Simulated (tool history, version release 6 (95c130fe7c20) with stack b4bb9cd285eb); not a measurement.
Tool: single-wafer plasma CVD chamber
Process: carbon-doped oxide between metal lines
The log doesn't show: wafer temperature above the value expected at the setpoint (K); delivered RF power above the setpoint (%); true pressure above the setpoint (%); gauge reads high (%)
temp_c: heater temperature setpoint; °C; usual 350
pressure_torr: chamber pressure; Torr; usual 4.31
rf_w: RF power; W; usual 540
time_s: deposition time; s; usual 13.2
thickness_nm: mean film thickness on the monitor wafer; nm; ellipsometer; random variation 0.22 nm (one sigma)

run   hour  temp_c  pressure_torr  rf_w  time_s  wafers since the last listed run  hours since the last thermocouple change  hours since the last RF generator calibration  hours since the last manometer calibration  hours since the showerhead was replaced  hours since the gauge calibration  read-back reference wafer on the same gauge, thickness_nm  thickness_nm
  1    0.0     350           4.31   540    13.2                                 0                                    1069.7                                         2072.5                                      1215.5                                   3115.5                             1018.3                                                     57.326        63.741
      27.1  -- capacitance manometer re-zeroed and calibrated
  2   27.6     350           4.31   540    13.2                               508                                    1097.3                                         2100.1                                         0.5                                   3143.1                             1045.9                                                     57.305        62.275
      50.3  -- thermocouple changed; heater temperature recalibrated
  3   50.8     350           4.31   540    14.1                               394                                       0.5                                         2123.3                                        23.7                                   3166.3                             1069.1                                                     57.338        66.554
  4   79.8     350           4.31   540    14.1                               752                                      29.5                                         2152.3                                        52.7                                   3195.3                             1098.1                                                     57.333        66.640
  5  100.1     350           4.31   540    13.2                               526                                      49.8                                         2172.6                                        73.0                                   3215.6                             1118.4                                                     57.283        62.210
  6  135.9     350           4.31   540    15.2                               929                                      85.6                                         2208.4                                       108.8                                   3251.4                             1154.2                                                     57.302        71.507
  7  153.3     350           4.78   540    13.2                               451                                     103.0                                         2225.8                                       126.2                                   3268.8                             1171.6                                                     57.275        63.594
  8  185.3     340           4.31   540    10.8                               830                                     135.0                                         2257.8                                       158.2                                   3300.8                             1203.6                                                     57.310        52.508
     203.7  -- RF generator calibrated
  9  218.3     350           4.94   575    11.1                               648                                     168.0                                           14.6                                       191.2                                   3333.8                             1236.6                                                     57.274        62.023
 10  237.8     350           4.31   510    15.8                               506                                     187.5                                           34.1                                       210.7                                   3353.3                             1256.1                                                     57.316        76.979
 11  260.6     350           5.01   630    13.2                               591                                     210.3                                           56.9                                       233.5                                   3376.1                             1278.9                                                     57.307        79.031
 12  284.4     350           4.31   540    13.2                               617                                     234.1                                           80.7                                       257.3                                   3399.9                             1302.7                                                     57.309        67.454
 13  310.0     344           4.31   540    13.2                               664                                     259.7                                          106.3                                       282.9                                   3425.5                             1328.3                                                     57.305        69.080
 14  333.4     350           4.59   540    11.5                               607                                     283.1                                          129.7                                       306.3                                   3448.9                             1351.7                                                     57.293        59.876
     350.1  -- gauge calibrated
 15  363.9     350           4.31   540    13.2                               791                                     313.6                                          160.2                                       336.8                                   3479.4                               13.8                                                     57.296        67.832
 16  390.5     350           4.31   600    13.2                               690                                     340.2                                          186.8                                       363.4                                   3506.0                               40.4                                                     57.344        73.924
 17  403.8     346           4.31   490    13.2                               345                                     353.5                                          200.1                                       376.7                                   3519.3                               53.7                                                     57.298        62.937
     419.5  -- showerhead replaced
 18  437.2     350           3.69   540    13.2                               659                                     386.9                                          233.5                                       410.1                                     17.7                               87.1                                                     57.312        65.675
 19  473.0     350           4.31   510    13.2                               929                                     422.7                                          269.3                                       445.9                                     53.5                              122.9                                                     57.299        64.556
 20  489.8     350           4.31   485    13.2                               436                                     439.5                                          286.1                                       462.7                                     70.3                              139.7                                                     57.338        61.803
 21  504.9     350           4.31   540    13.2                               391                                     454.6                                          301.2                                       477.8                                     85.4                              154.8                                                     57.301        67.312
 22  532.3     350           5.06   605    10.6                               711                                     482.0                                          328.6                                       505.2                                    112.8                              182.2                                                     57.288        61.480
 23  565.2     350           4.64   575    13.2                               854                                     514.9                                          361.5                                       538.1                                    145.7                              215.1                                                     57.267        71.898
 24  579.4     350           4.31   540    15.4                               368                                     529.1                                          375.7                                       552.3                                    159.9                              229.3                                                     57.315        78.555
 25  595.0     359           4.88   540    12.1                               404                                     544.7                                          391.3                                       567.9                                    175.5                              244.9                                                     57.298        62.176
 26  615.1     350           4.31   540    13.2                               521                                     564.8                                          411.4                                       588.0                                    195.6                              265.0                                                     57.242        67.577
 27  637.6     341           3.70   540    13.2                               584                                     587.3                                          433.9                                       610.5                                    218.1                              287.5                                                     57.303        67.234
 28  660.5     335           4.70   635    11.2                               594                                     610.2                                          456.8                                       633.4                                    241.0                              310.4                                                     57.330        69.369
 29  673.7     350           4.31   540    13.2                               342                                     623.4                                          470.0                                       646.6                                    254.2                              323.6                                                     57.315        67.093

3 ways to go on from here, each from the tool as it stands after run 29. What would each give?
  A  674.1     350           4.31   540    10.6                                10                                     623.8                                          470.4                                       647.0                                    254.6                              324.0                                                          ?             ?
  B  674.1     350           5.15   540    13.2                                10                                     623.8                                          470.4                                       647.0                                    254.6                              324.0                                                          ?             ?
  C  674.1     357           3.98   440    14.2                                10                                     623.8                                          470.4                                       647.0                                    254.6                              324.0                                                          ?             ?

run  read-back reference wafer on the same gauge, thickness_nm  thickness_nm
  A                                                     57.246        54.383
  B                                                     57.246        69.574
  C                                                     57.246        57.455
Without the tool's hidden state the same runs would have given:
run  thickness_nm
  A        54.642
  B        70.114
  C        57.937
